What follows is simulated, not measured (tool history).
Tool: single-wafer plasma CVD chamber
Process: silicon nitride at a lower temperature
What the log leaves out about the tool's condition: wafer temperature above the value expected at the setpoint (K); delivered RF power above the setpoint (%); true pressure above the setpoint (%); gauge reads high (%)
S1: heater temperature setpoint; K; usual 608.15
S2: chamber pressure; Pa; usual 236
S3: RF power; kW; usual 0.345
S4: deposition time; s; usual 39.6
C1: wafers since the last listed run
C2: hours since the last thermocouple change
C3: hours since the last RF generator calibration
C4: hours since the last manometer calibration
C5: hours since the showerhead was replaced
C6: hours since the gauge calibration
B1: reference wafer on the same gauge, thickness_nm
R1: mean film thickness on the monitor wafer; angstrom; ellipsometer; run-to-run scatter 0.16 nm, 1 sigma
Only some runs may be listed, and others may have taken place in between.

run    hour      S1   S2     S3    S4    C1      C2      C3      C4      C5      C6      B1      R1
  1     0.0  608.15  236  0.345  39.6     0   969.2     0.5  1342.3  4563.5  1377.3  55.675  525.17
  2   180.9  608.15  236  0.345  39.6  5365  1150.1   181.4  1523.2  4744.4  1558.2  55.699  523.64
  3   222.0  608.15  236  0.345  39.6  1219  1191.2   222.5  1564.3  4785.5  1599.3  55.636  523.68
      249.5  -- thermocouple changed; heater temperature recalibrated
  4   273.5  608.15  236  0.345  39.6  1290    24.0   274.0  1615.8  4837.0  1650.8  55.679  524.04
  5   415.9  608.15  236  0.345  39.6  4223   166.4   416.4  1758.2  4979.4  1793.2  55.767  522.35
  6   599.7  608.15  236  0.345  39.6  5451   350.2   600.2  1942.0  5163.2  1977.0  55.764  522.57
  7   700.0  608.15  279  0.345  42.0  2975   450.5   700.5  2042.3  5263.5  2077.3  55.658  567.48
  8   744.7  608.15  236  0.345  39.6  1325   495.2   745.2  2087.0  5308.2  2122.0  55.709  518.16
      781.9  -- gauge calibrated
  9   798.7  608.15  236  0.345  39.6  1601   549.2   799.2  2141.0  5362.2    16.8  55.724  515.98
 10   894.7  608.15  236  0.345  39.6  2847   645.2   895.2  2237.0  5458.2   112.8  55.638  518.51
 11   973.4  608.15  236  0.345  45.8  2334   723.9   973.9  2315.7  5536.9   191.5  55.663  598.90
 12  1074.4  608.15  236  0.345  45.8  2995   824.9  1074.9  2416.7  5637.9   292.5  55.629  594.95
 13  1148.3  608.15  236  0.345  39.6  2192   898.8  1148.8  2490.6  5711.8   366.4  55.664  515.33
 14  1210.4  599.15  285  0.365  45.9  1842   960.9  1210.9  2552.7  5773.9   428.5  55.623  636.23
 15  1267.6  621.15  236  0.345  44.5  1696  1018.1  1268.1  2609.9  5831.1   485.7  55.657  573.45
 16  1329.1  596.15  277  0.345  39.6  1824  1079.6  1329.6  2671.4  5892.6   547.2  55.765  533.69
 17  1374.4  608.15  236  0.345  39.6  1343  1124.9  1374.9  2716.7  5937.9   592.5  55.679  515.45
 18  1425.0  619.15  200  0.295  43.0  1500  1175.5  1425.5  2767.3  5988.5   643.1  55.727  498.19
 19  1510.7  623.15  215  0.315  36.7  2542  1261.2  1511.2  2853.0  6074.2   728.8  55.715  444.08
     1549.7  -- capacitance manometer re-zeroed and calibrated
     1574.1  -- showerhead replaced
 20  1574.6  608.15  203  0.320  39.6  1420  1325.1  1575.1    24.9     0.5   792.7  55.676  480.03
     1584.0  -- RF generator calibrated
     1652.0  -- thermocouple changed; heater temperature recalibrated
 21  1655.9  600.15  236  0.345  33.6  1936     3.9    71.9   106.2    81.8   874.0  55.746  445.06
 22  1757.4  608.15  236  0.345  34.8  3010   105.4   173.4   207.7   183.3   975.5  55.704  458.67
 23  1833.5  608.15  215  0.345  39.6  2257   181.5   249.5   283.8   259.4  1051.6  55.645  517.24
 24  1939.6  608.15  236  0.345  39.6  3147   287.6   355.6   389.9   365.5  1157.7  55.677  519.98
 25  2017.6  593.15  236  0.345  39.6  2313   365.6   433.6   467.9   443.5  1235.7  55.669  526.99
 26  2084.4  608.15  292  0.345  39.6  1981   432.4   500.4   534.7   510.3  1302.5  55.724  540.31
 27  2136.1  608.15  220  0.345  39.6  1533   484.1   552.1   586.4   562.0  1354.2  55.724  517.09

What the log doesn't show, run by run:
wafer temperature above the value expected at the setpoint (K): 0 across all the runs
true pressure above the setpoint (%): 0 across all the runs
gauge reads high (%): 0 across all the runs
H1: delivered RF power above the setpoint (%)
run      H1
  1  -0.288
  2  -0.816
  3  -0.936
  4   -1.09
  5    -1.5
  6   -2.04
  7   -2.33
  8   -2.46
  9   -2.62
 10    -2.9
 11   -3.13
 12   -3.42
 13   -3.64
 14   -3.82
 15   -3.98
 16   -4.16
 17    -4.3
 18   -4.44
 19   -4.69
 20   -4.88
 21   -0.47
 22  -0.766
 23  -0.988
 24    -1.3
 25   -1.53
 26   -1.72
 27   -1.87
